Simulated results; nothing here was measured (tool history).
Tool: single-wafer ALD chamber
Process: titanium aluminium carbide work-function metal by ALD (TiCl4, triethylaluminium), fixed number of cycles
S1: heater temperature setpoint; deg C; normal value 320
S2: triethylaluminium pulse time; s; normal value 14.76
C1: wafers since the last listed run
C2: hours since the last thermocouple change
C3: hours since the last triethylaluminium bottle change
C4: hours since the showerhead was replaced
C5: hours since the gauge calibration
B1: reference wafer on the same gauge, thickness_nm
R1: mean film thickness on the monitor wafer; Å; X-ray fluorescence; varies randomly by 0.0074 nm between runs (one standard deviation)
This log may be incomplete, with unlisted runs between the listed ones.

run 1 day=0 | S1=315 S2=17.32 | C1=0 C2=2723.1 C3=1348.3 C4=4408.1 C5=100.2 | B1=2.031 | R1=20.98
run 2 day=0.842 | S1=329 S2=19.48 | C1=223 C2=2743.3 C3=1368.5 C4=4428.3 C5=120.4 | B1=2.031 | R1=22.34
run 3 day=2 | S1=329 S2=19.48 | C1=308 C2=2771.1 C3=1396.3 C4=4456.1 C5=148.2 | B1=2.028 | R1=22.39
run 4 day=3.379 | S1=320 S2=14.76 | C1=366 C2=2804.2 C3=1429.4 C4=4489.2 C5=181.3 | B1=2.029 | R1=21.42
run 5 day=4.258 | S1=320 S2=14.76 | C1=233 C2=2825.3 C3=1450.5 C4=4510.3 C5=202.4 | B1=2.03 | R1=21.43
run 6 day=5.683 | S1=320 S2=14.76 | C1=378 C2=2859.5 C3=1484.7 C4=4544.5 C5=236.6 | B1=2.031 | R1=21.39
-- day=7.058 thermocouple changed; heater temperature recalibrated
-- day=7.212 showerhead replaced
run 7 day=7.233 | S1=314 S2=14.76 | C1=282 C2=4.2 C3=1521.9 C4=0.5 C5=273.8 | B1=2.033 | R1=20.83
-- day=7.608 gauge calibrated
run 8 day=7.817 | S1=310 S2=10.02 | C1=155 C2=18.2 C3=1535.9 C4=14.5 C5=5 | B1=2.03 | R1=18.91
run 9 day=8.617 | S1=333 S2=19.35 | C1=212 C2=37.4 C3=1555.1 C4=33.7 C5=24.2 | B1=2.029 | R1=22.74
-- day=9.329 triethylaluminium bottle replaced
run 10 day=9.988 | S1=320 S2=14.76 | C1=275 C2=70.3 C3=15.8 C4=66.6 C5=57.1 | B1=2.029 | R1=21.52
run 11 day=10.538 | S1=320 S2=14.76 | C1=146 C2=83.5 C3=29 C4=79.8 C5=70.3 | B1=2.028 | R1=21.43
run 12 day=13.875 | S1=307 S2=16.53 | C1=887 C2=163.6 C3=109.1 C4=159.9 C5=150.4 | B1=2.03 | R1=20.26
run 13 day=15.129 | S1=329 S2=19.07 | C1=333 C2=193.7 C3=139.2 C4=190 C5=180.5 | B1=2.03 | R1=22.31
run 14 day=16.488 | S1=320 S2=14.76 | C1=361 C2=226.3 C3=171.8 C4=222.6 C5=213.1 | B1=2.03 | R1=21.31

Predict each of these 3 candidate next runs independently; none follows another, all start after run 14:
run A day=16.504 | S1=308 S2=14.76 | C1=4 C2=226.7 C3=172.2 C4=223 C5=213.5 | B1=? | R1=?
run B day=16.504 | S1=311 S2=12.19 | C1=4 C2=226.7 C3=172.2 C4=223 C5=213.5 | B1=? | R1=?
run C day=16.504 | S1=320 S2=16.62 | C1=4 C2=226.7 C3=172.2 C4=223 C5=213.5 | B1=? | R1=?

run=A B1=2.03 R1=20.2
run=B B1=2.03 R1=20.12
run=C B1=2.03 R1=21.46
What these runs would have given with no unlogged condition in the tool:
run=A R1=20.2
run=B R1=20.12
run=C R1=21.46
